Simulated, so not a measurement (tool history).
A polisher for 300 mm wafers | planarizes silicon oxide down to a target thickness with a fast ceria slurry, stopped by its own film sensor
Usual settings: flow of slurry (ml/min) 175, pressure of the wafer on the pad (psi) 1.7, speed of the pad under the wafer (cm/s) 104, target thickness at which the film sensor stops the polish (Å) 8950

run    hour  flow of slurry (ml/min)  pressure of the wafer on the pad (psi)  speed of the pad under the wafer (cm/s)  target thickness at which the film sensor stops the polish (Å)  incoming thickness of the incoming film, nm  time until the film sensor stopped the polish (s)
  1     0.0                      175                                     1.7                                      104                                                            8950                                       1656.6                                               75.2
  2    39.3                      175                                     1.8                                      104                                                            8950                                       1661.8                                               73.9
  3    93.3                      175                                     1.8                                      104                                                            8950                                       1627.4                                               70.7
      301.3  -- worn pad replaced by a new one
  4   387.4                      175                                     1.8                                      104                                                            8950                                       1652.5                                               74.3
      422.9  -- slurry nozzle cleaned
  5   476.4                      175                                     1.7                                      104                                                            8950                                       1638.1                                               74.5
  6   524.7                      175                                     1.7                                      118                                                            8950                                       1636.9                                               65.8
      566.7  -- head pressure recalibrated
  7   628.5                      175                                     1.7                                      118                                                            8950                                       1632.2                                               65.2
  8   679.8                      175                                     1.7                                      104                                                            8950                                       1621.3                                               72.9
  9   777.6                      175                                     1.7                                      104                                                            8950                                       1632.4                                               76.2
 10   945.8                      175                                     1.7                                      104                                                            8950                                       1640.3                                               77.3
      975.7  -- worn pad replaced by a new one
 11  1024.8                      175                                     1.7                                      104                                                            8950                                       1617.7                                               75.0
 12  1083.6                      175                                     1.7                                       86                                                            8950                                       1620.8                                               91.6
 13  1120.0                      175                                     1.7                                       86                                                            8950                                       1662.7                                               97.3
     1126.1  -- slurry nozzle cleaned
 14  1156.6                      175                                     1.7                                      104                                                            8950                                       1620.7                                               71.6
 15  1391.3                      175                                     1.7                                      104                                                            8950                                       1621.4                                               73.5
 16  1447.7                      175                                     1.2                                      134                                                            9610                                       1644.0                                               67.7
 17  1505.4                      130                                     1.3                                      104                                                           10000                                       1627.4                                               82.5
 18  1550.4                      175                                     2.1                                      136                                                            8950                                       1626.2                                               47.7
 19  1586.7                      175                                     1.9                                      104                                                           11180                                       1635.0                                               48.8
     1627.4  -- worn pad replaced by a new one
 20  1655.1                      175                                     1.7                                       76                                                            8950                                       1620.0                                              102.3
 21  1758.5                      225                                     2.3                                      118                                                           10200                                       1597.9                                               39.4
     1765.9  -- slurry nozzle cleaned
 22  1856.6                      175                                     1.7                                      104                                                            7410                                       1625.0                                               89.5
     1871.1  -- head pressure recalibrated
 23  1924.7                      175                                     2.0                                       92                                                            6860                                       1625.6                                               95.3
 24  1995.5                      175                                     1.7                                       82                                                            8950                                       1628.4                                               93.5
 25  2065.7                      175                                     1.7                                      104                                                            8950                                       1666.4                                               79.5
 26  2168.1                      200                                     2.1                                      132                                                           10820                                       1637.8                                               37.6
     2239.7  -- worn pad replaced by a new one
 27  2268.9                      175                                     1.7                                      104                                                            8950                                       1598.6                                               73.4
 28  2321.9                      230                                     2.1                                       80                                                            8950                                       1645.6                                               80.8
     2333.1  -- slurry nozzle cleaned
 29  2386.8                      175                                     2.2                                      130                                                            8950                                       1621.7                                               46.8
 30  2449.1                      175                                     1.7                                      104                                                            8950                                       1612.3                                               72.1
 31  2533.0                      230                                     1.3                                      104                                                            7350                                       1639.0                                              104.1
 32  2600.6                      175                                     1.5                                      104                                                            8950                                       1641.8                                               82.0
 33  2640.6                      175                                     1.7                                      104                                                            8950                                       1594.4                                               70.4
 34  2701.3                      175                                     2.1                                      136                                                            8950                                       1649.4                                               49.5
 35  2743.7                      235                                     1.7                                      104                                                            8950                                       1639.0                                               71.3
 36  2792.8                      140                                     1.5                                       90                                                            8950                                       1629.0                                               99.3
 37  2853.7                      175                                     1.7                                       72                                                            8950                                       1624.9                                              108.0

Forecast each of these 4 alternatives for the next run:
  A  2854.1                      175                                     1.4                                      104                                                            8950                                       1638.3                                                  ?
  B  2854.1                      150                                     1.7                                       84                                                            8950                                       1638.3                                                  ?
  C  2854.1                      175                                     1.7                                      138                                                            8950                                       1638.3                                                  ?
  D  2854.1                      175                                     1.7                                      104                                                           11520                                       1638.3                                                  ?

run  time until the film sensor stopped the polish (s)
  A                                               87.3
  B                                               96.8
  C                                               56.9
  D                                               49.4
Without the tool's hidden state the same runs would have given:
run  time until the film sensor stopped the polish (s)
  A                                               84.3
  B                                               92.8
  C                                               55.0
  D                                               47.7
